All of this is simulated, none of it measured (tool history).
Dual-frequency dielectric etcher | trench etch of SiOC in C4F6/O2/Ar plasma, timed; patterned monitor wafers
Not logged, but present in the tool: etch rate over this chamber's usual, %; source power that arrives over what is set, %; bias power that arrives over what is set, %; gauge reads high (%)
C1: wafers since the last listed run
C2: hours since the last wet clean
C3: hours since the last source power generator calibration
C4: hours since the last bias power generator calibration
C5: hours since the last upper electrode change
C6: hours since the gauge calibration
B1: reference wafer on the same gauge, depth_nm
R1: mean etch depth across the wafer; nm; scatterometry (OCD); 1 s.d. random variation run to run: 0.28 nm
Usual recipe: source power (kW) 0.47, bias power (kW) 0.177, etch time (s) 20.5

{"run": 1, "hour": 0.0, "source power (kW)": 0.43, "bias power (kW)": 0.177, "etch time (s)": 23, "C1": 0, "C2": 213, "C3": 3442.8, "C4": 3987.9, "C5": 2462.7, "C6": 745.3, "B1": 40.85, "R1": 48.77}
{"run": 2, "hour": 31.7, "source power (kW)": 0.47, "bias power (kW)": 0.165, "etch time (s)": 17, "C1": 399, "C2": 244.7, "C3": 3474.5, "C4": 4019.6, "C5": 2494.4, "C6": 777, "B1": 40.89, "R1": 37.05}
{"run": 3, "hour": 64.9, "source power (kW)": 0.47, "bias power (kW)": 0.177, "etch time (s)": 20.5, "C1": 418, "C2": 277.9, "C3": 3507.7, "C4": 4052.8, "C5": 2527.6, "C6": 810.2, "B1": 40.91, "R1": 45.42}
{"run": 4, "hour": 90.7, "source power (kW)": 0.47, "bias power (kW)": 0.177, "etch time (s)": 20.5, "C1": 324, "C2": 303.7, "C3": 3533.5, "C4": 4078.6, "C5": 2553.4, "C6": 836, "B1": 40.88, "R1": 46.01}
{"run": 5, "hour": 112.6, "source power (kW)": 0.47, "bias power (kW)": 0.177, "etch time (s)": 20.5, "C1": 275, "C2": 325.6, "C3": 3555.4, "C4": 4100.5, "C5": 2575.3, "C6": 857.9, "B1": 40.91, "R1": 45.92}
{"run": 6, "hour": 131.5, "source power (kW)": 0.47, "bias power (kW)": 0.177, "etch time (s)": 20.5, "C1": 238, "C2": 344.5, "C3": 3574.3, "C4": 4119.4, "C5": 2594.2, "C6": 876.8, "B1": 40.87, "R1": 45.38}
{"run": 7, "hour": 144.8, "source power (kW)": 0.41, "bias power (kW)": 0.148, "etch time (s)": 20.5, "C1": 167, "C2": 357.8, "C3": 3587.6, "C4": 4132.7, "C5": 2607.5, "C6": 890.1, "B1": 40.82, "R1": 40.14}
{"run": 8, "hour": 174.7, "source power (kW)": 0.37, "bias power (kW)": 0.196, "etch time (s)": 23.5, "C1": 376, "C2": 387.7, "C3": 3617.5, "C4": 4162.6, "C5": 2637.4, "C6": 920, "B1": 40.82, "R1": 47.48}
{"run": 9, "hour": 196.7, "source power (kW)": 0.41, "bias power (kW)": 0.148, "etch time (s)": 20.5, "C1": 277, "C2": 409.7, "C3": 3639.5, "C4": 4184.6, "C5": 2659.4, "C6": 942, "B1": 40.89, "R1": 39.61}
{"hour": 215.9, "done": "gauge calibrated"}
{"run": 10, "hour": 220.2, "source power (kW)": 0.47, "bias power (kW)": 0.177, "etch time (s)": 20.5, "C1": 296, "C2": 433.2, "C3": 3663, "C4": 4208.1, "C5": 2682.9, "C6": 4.3, "B1": 39.45, "R1": 44}
{"run": 11, "hour": 250.2, "source power (kW)": 0.53, "bias power (kW)": 0.177, "etch time (s)": 24.5, "C1": 377, "C2": 463.2, "C3": 3693, "C4": 4238.1, "C5": 2712.9, "C6": 34.3, "B1": 39.63, "R1": 56.17}
{"run": 12, "hour": 308.6, "source power (kW)": 0.38, "bias power (kW)": 0.177, "etch time (s)": 20.5, "C1": 735, "C2": 521.6, "C3": 3751.4, "C4": 4296.5, "C5": 2771.3, "C6": 92.7, "B1": 39.78, "R1": 39.58}
{"hour": 327.8, "done": "bias power generator calibrated"}
{"hour": 336.1, "done": "wet clean of the chamber"}
{"run": 13, "hour": 343.5, "source power (kW)": 0.47, "bias power (kW)": 0.177, "etch time (s)": 20.5, "C1": 285, "C2": 7.4, "C3": 3786.3, "C4": 15.7, "C5": 2806.2, "C6": 127.6, "B1": 39.92, "R1": 44.21}
{"run": 14, "hour": 358.0, "source power (kW)": 0.47, "bias power (kW)": 0.177, "etch time (s)": 20.5, "C1": 182, "C2": 21.9, "C3": 3800.8, "C4": 30.2, "C5": 2820.7, "C6": 142.1, "B1": 40.02, "R1": 44.51}
{"run": 15, "hour": 375.2, "source power (kW)": 0.37, "bias power (kW)": 0.196, "etch time (s)": 23.5, "C1": 216, "C2": 39.1, "C3": 3818, "C4": 47.4, "C5": 2837.9, "C6": 159.3, "B1": 39.99, "R1": 46.71}
{"run": 16, "hour": 400.7, "source power (kW)": 0.47, "bias power (kW)": 0.164, "etch time (s)": 20.5, "C1": 321, "C2": 64.6, "C3": 3843.5, "C4": 72.9, "C5": 2863.4, "C6": 184.8, "B1": 40.09, "R1": 43.62}
{"hour": 449.4, "done": "upper electrode replaced"}
{"run": 17, "hour": 449.9, "source power (kW)": 0.4, "bias power (kW)": 0.191, "etch time (s)": 20.5, "C1": 317, "C2": 113.8, "C3": 3892.7, "C4": 122.1, "C5": 0.5, "C6": 234, "B1": 40.17, "R1": 42.19}
{"run": 18, "hour": 454.6, "source power (kW)": 0.47, "bias power (kW)": 0.177, "etch time (s)": 20.5, "C1": 59, "C2": 118.5, "C3": 3897.4, "C4": 126.8, "C5": 5.2, "C6": 238.7, "B1": 40.2, "R1": 45.08}
{"run": 19, "hour": 476.8, "source power (kW)": 0.47, "bias power (kW)": 0.177, "etch time (s)": 20.5, "C1": 279, "C2": 140.7, "C3": 3919.6, "C4": 149, "C5": 27.4, "C6": 260.9, "B1": 40.26, "R1": 45.22}
{"run": 20, "hour": 489.3, "source power (kW)": 0.47, "bias power (kW)": 0.157, "etch time (s)": 20.5, "C1": 157, "C2": 153.2, "C3": 3932.1, "C4": 161.5, "C5": 39.9, "C6": 273.4, "B1": 40.35, "R1": 42.88}
{"run": 21, "hour": 504.4, "source power (kW)": 0.47, "bias power (kW)": 0.177, "etch time (s)": 20.5, "C1": 190, "C2": 168.3, "C3": 3947.2, "C4": 176.6, "C5": 55, "C6": 288.5, "B1": 40.38, "R1": 45.09}
{"hour": 514.0, "done": "source power generator calibrated"}
{"run": 22, "hour": 533.5, "source power (kW)": 0.42, "bias power (kW)": 0.177, "etch time (s)": 20.5, "C1": 316, "C2": 197.4, "C3": 19.5, "C4": 205.7, "C5": 84.1, "C6": 317.6, "B1": 40.36, "R1": 42.03}
{"run": 23, "hour": 563.2, "source power (kW)": 0.37, "bias power (kW)": 0.155, "etch time (s)": 20.5, "C1": 374, "C2": 227.1, "C3": 49.2, "C4": 235.4, "C5": 113.8, "C6": 347.3, "B1": 40.4, "R1": 37.87}
{"run": 24, "hour": 575.4, "source power (kW)": 0.47, "bias power (kW)": 0.177, "etch time (s)": 23, "C1": 153, "C2": 239.3, "C3": 61.4, "C4": 247.6, "C5": 126, "C6": 359.5, "B1": 40.38, "R1": 50.67}
{"run": 25, "hour": 683.0, "source power (kW)": 0.47, "bias power (kW)": 0.154, "etch time (s)": 20.5, "C1": 1355, "C2": 346.9, "C3": 169, "C4": 355.2, "C5": 233.6, "C6": 467.1, "B1": 40.62, "R1": 42.89}
{"run": 26, "hour": 704.8, "source power (kW)": 0.35, "bias power (kW)": 0.152, "etch time (s)": 26.5, "C1": 274, "C2": 368.7, "C3": 190.8, "C4": 377, "C5": 255.4, "C6": 488.9, "B1": 40.63, "R1": 47.15}
{"run": 27, "hour": 734.9, "source power (kW)": 0.47, "bias power (kW)": 0.177, "etch time (s)": 20.5, "C1": 379, "C2": 398.8, "C3": 220.9, "C4": 407.1, "C5": 285.5, "C6": 519, "B1": 40.67, "R1": 45.25}
{"run": 28, "hour": 748.5, "source power (kW)": 0.52, "bias power (kW)": 0.204, "etch time (s)": 20.5, "C1": 171, "C2": 412.4, "C3": 234.5, "C4": 420.7, "C5": 299.1, "C6": 532.6, "B1": 40.53, "R1": 49.74}
{"run": 29, "hour": 763.6, "source power (kW)": 0.55, "bias power (kW)": 0.203, "etch time (s)": 18.5, "C1": 190, "C2": 427.5, "C3": 249.6, "C4": 435.8, "C5": 314.2, "C6": 547.7, "B1": 40.58, "R1": 46.36}

Predict each of these 5 candidate next runs independently; none follows another, all start after run 29:
{"run": "A", "hour": 764.0, "source power (kW)": 0.47, "bias power (kW)": 0.148, "etch time (s)": 20.5, "C1": 5, "C2": 427.9, "C3": 250, "C4": 436.2, "C5": 314.6, "C6": 548.1, "B1": "?", "R1": "?"}
{"run": "B", "hour": 764.0, "source power (kW)": 0.54, "bias power (kW)": 0.16, "etch time (s)": 20.5, "C1": 5, "C2": 427.9, "C3": 250, "C4": 436.2, "C5": 314.6, "C6": 548.1, "B1": "?", "R1": "?"}
{"run": "C", "hour": 764.0, "source power (kW)": 0.47, "bias power (kW)": 0.138, "etch time (s)": 20.5, "C1": 5, "C2": 427.9, "C3": 250, "C4": 436.2, "C5": 314.6, "C6": 548.1, "B1": "?", "R1": "?"}
{"run": "D", "hour": 764.0, "source power (kW)": 0.47, "bias power (kW)": 0.203, "etch time (s)": 20.5, "C1": 5, "C2": 427.9, "C3": 250, "C4": 436.2, "C5": 314.6, "C6": 548.1, "B1": "?", "R1": "?"}
{"run": "E", "hour": 764.0, "source power (kW)": 0.47, "bias power (kW)": 0.203, "etch time (s)": 25, "C1": 5, "C2": 427.9, "C3": 250, "C4": 436.2, "C5": 314.6, "C6": 548.1, "B1": "?", "R1": "?"}

run=A B1=40.65 R1=42.44
run=B B1=40.65 R1=46.79
run=C B1=40.65 R1=41.46
run=D B1=40.65 R1=47.3
run=E B1=40.65 R1=57.68
Take away the tool's hidden state, keep each run's random variation, and the runs would have read:
run=A R1=41.16
run=B R1=45.38
run=C R1=40.21
run=D R1=45.87
run=E R1=55.94
